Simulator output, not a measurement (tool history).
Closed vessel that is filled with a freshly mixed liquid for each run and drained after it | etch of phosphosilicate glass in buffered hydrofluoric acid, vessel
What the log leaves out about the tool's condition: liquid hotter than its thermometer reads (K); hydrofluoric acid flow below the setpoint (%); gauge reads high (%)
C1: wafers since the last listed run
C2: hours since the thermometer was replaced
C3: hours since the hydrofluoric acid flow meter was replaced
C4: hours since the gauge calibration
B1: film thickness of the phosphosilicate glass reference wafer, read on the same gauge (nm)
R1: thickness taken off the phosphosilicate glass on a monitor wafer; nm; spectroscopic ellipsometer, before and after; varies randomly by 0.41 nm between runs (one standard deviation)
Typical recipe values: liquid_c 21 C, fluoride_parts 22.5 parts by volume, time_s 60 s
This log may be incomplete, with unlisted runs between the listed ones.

Run 1, hour 0: usual settings but liquid_c 23.5 C; C1 0; C2 311.5; C3 584.8; C4 124.3; B1 89.99. Result: R1 114.45 nm.
Run 2, hour 64.8: usual settings but liquid_c 23.5 C; C1 8267; C2 376.3; C3 649.6; C4 189.1; B1 90.02. Result: R1 115.15 nm.
Run 3, hour 117.4: usual settings; C1 6711; C2 428.9; C3 702.2; C4 241.7; B1 89.99. Result: R1 99.81 nm.
Run 4, hour 158.9: usual settings; C1 5294; C2 470.4; C3 743.7; C4 283.2; B1 90.02. Result: R1 99.21 nm.
Run 5, hour 188.2: usual settings; C1 3738; C2 499.7; C3 773; C4 312.5; B1 90.02. Result: R1 99.84 nm.
Run 6, hour 253.6: usual settings; C1 8344; C2 565.1; C3 838.4; C4 377.9; B1 90. Result: R1 98.78 nm.
Run 7, hour 282.9: usual settings; C1 3738; C2 594.4; C3 867.7; C4 407.2; B1 90. Result: R1 99.47 nm.
Run 8, hour 332.4: usual settings; C1 6315; C2 643.9; C3 917.2; C4 456.7; B1 90.01. Result: R1 98.85 nm.
At hour 425.7: gauge calibrated.
Run 9, hour 441.4: usual settings; C1 13907; C2 752.9; C3 1026.2; C4 15.7; B1 90.01. Result: R1 98.77 nm.
Run 10, hour 479.7: usual settings; C1 4886; C2 791.2; C3 1064.5; C4 54; B1 89.97. Result: R1 98.8 nm.
Run 11, hour 531.4: usual settings but fluoride_parts 25.5 parts by volume, time_s 50 s; C1 6596; C2 842.9; C3 1116.2; C4 105.7; B1 90. Result: R1 75.3 nm.
Run 12, hour 563: usual settings but liquid_c 22.5 C, fluoride_parts 26.5 parts by volume, time_s 85 s; C1 4031; C2 874.5; C3 1147.8; C4 137.3; B1 90.02. Result: R1 135.22 nm.
Run 13, hour 609.4: usual settings but liquid_c 23.5 C, fluoride_parts 27 parts by volume; C1 5920; C2 920.9; C3 1194.2; C4 183.7; B1 90.01. Result: R1 99.74 nm.
Run 14, hour 639.4: usual settings but liquid_c 23.5 C, fluoride_parts 28 parts by volume, time_s 35 s; C1 3827; C2 950.9; C3 1224.2; C4 213.7; B1 90. Result: R1 56.69 nm.
At hour 651.2: hydrofluoric acid flow meter replaced.
At hour 665.2: thermometer replaced.
Run 15, hour 677.3: usual settings but liquid_c 22.5 C, fluoride_parts 13.5 parts by volume; C1 4580; C2 12.1; C3 26.1; C4 251.6; B1 90. Result: R1 176 nm.
Run 16, hour 715.2: usual settings but fluoride_parts 17.5 parts by volume, time_s 80 s; C1 4835; C2 50; C3 64; C4 289.5; B1 89.98. Result: R1 168 nm.
Run 17, hour 764.5: usual settings but fluoride_parts 30 parts by volume; C1 6290; C2 99.3; C3 113.3; C4 338.8; B1 90.01. Result: R1 83.37 nm.

Expected results for the next run?
Run 18, hour 818.2: usual settings; C1 6851; C2 153; C3 167; C4 392.5; B1 ?. Result: R1 ?.

B1: 90.01
R1: 101.99 nm
Had the tool carried no hidden state, the very same run would have given R1 102.81 nm.
